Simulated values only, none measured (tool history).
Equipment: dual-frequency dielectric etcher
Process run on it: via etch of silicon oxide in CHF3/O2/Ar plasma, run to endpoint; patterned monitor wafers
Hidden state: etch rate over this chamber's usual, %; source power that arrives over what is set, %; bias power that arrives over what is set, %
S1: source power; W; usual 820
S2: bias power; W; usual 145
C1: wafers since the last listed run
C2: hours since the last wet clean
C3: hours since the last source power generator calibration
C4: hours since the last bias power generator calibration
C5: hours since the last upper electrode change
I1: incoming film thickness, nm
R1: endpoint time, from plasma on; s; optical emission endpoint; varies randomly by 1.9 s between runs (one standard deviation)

run	hour	S1	S2	C1	C2	C3	C4	C5	I1	R1
1	0	820	145	0	69.8	2463.1	2569.4	1650.5	667.5	318.7
2	47.4	820	145	251	117.2	2510.5	2616.8	1697.9	669.8	322.5
3	99.6	820	145	277	169.4	2562.7	2669	1750.1	668.3	318.8
4	280.2	820	130	959	350	2743.3	2849.6	1930.7	663.4	330.3
5	314.4	820	145	181	384.2	2777.5	2883.8	1964.9	669.5	320.2
6	370.9	820	145	300	440.7	2834	2940.3	2021.4	670.9	321.3
# hour 425.1: wet clean of the chamber
7	425.6	820	145	163	0.5	2888.7	2995	2076.1	665.6	321.1
8	460.8	920	145	187	35.7	2923.9	3030.2	2111.3	664.5	302.1
9	490.1	920	145	155	65	2953.2	3059.5	2140.6	669.9	307.6
10	532.7	820	145	226	107.6	2995.8	3102.1	2183.2	670.5	323.5
11	581.5	820	145	259	156.4	3044.6	3150.9	2232	669.2	321.1
# hour 612: bias power generator calibrated
12	617.9	820	145	172	192.8	3081	5.9	2268.4	665.1	318.6
13	674.5	820	145	300	249.4	3137.6	62.5	2325	672.2	319.9
14	731.3	820	145	301	306.2	3194.4	119.3	2381.8	659	319
15	778.1	820	145	248	353	3241.2	166.1	2428.6	669	321.6
# hour 800.1: source power generator calibrated
16	824.2	820	145	223	399.1	24.1	212.2	2474.7	664.6	315.9
17	858.8	920	154	183	433.7	58.7	246.8	2509.3	669.1	299
18	914.3	820	145	294	489.2	114.2	302.3	2564.8	671.4	323.6
# hour 938.8: wet clean of the chamber
19	983.5	820	156	240	44.7	183.4	371.5	2634	675.6	316.6
20	1033.3	880	160	264	94.5	233.2	421.3	2683.8	674.4	305.5
21	1075.7	820	145	225	136.9	275.6	463.7	2726.2	675.7	327
22	1116.3	930	155	215	177.5	316.2	504.3	2766.8	667.9	296.7
23	1182.1	820	145	349	243.3	382	570.1	2832.6	667.9	316.4
24	1209.4	960	135	145	270.6	409.3	597.4	2859.9	669.3	305.3
# hour 1248.1: upper electrode replaced
25	1256.3	820	145	121	317.5	456.2	644.3	8.2	667.7	322.7
26	1318.1	820	176	328	379.3	518	706.1	70	663.2	302.4
27	1343.8	890	145	136	405	543.7	731.8	95.7	667.4	307.2
28	1407.3	820	145	337	468.5	607.2	795.3	159.2	670.9	320.4
29	1435.1	820	145	147	496.3	635	823.1	187	666.9	322.3
# hour 1477.8: wet clean of the chamber
30	1478.3	820	145	102	0.5	678.2	866.3	230.2	662.8	318.7
31	1508.7	750	114	161	30.9	708.6	896.7	260.6	671.5	355.4
32	1552.8	920	129	234	75	752.7	940.8	304.7	676.7	318.9
33	1611.3	720	110	310	133.5	811.2	999.3	363.2	673.7	370.1
34	1658.6	880	145	251	180.8	858.5	1046.6	410.5	671.5	314.5
35	1724	820	145	347	246.2	923.9	1112	475.9	665.1	319.2
36	1774.3	980	145	267	296.5	974.2	1162.3	526.2	666.1	293.6

Below are 3 alternative next runs, each starting from the tool's condition after run 36. Predict each:
A	1774.8	700	145	2	297	974.7	1162.8	526.7	678.9	?
B	1774.8	930	113	2	297	974.7	1162.8	526.7	678.9	?
C	1774.8	1010	145	2	297	974.7	1162.8	526.7	678.9	?

run	R1
A	350.6
B	325.4
C	293.7
Without the tool's hidden state the same runs would have given:
run	R1
A	350.6
B	325.4
C	293.7
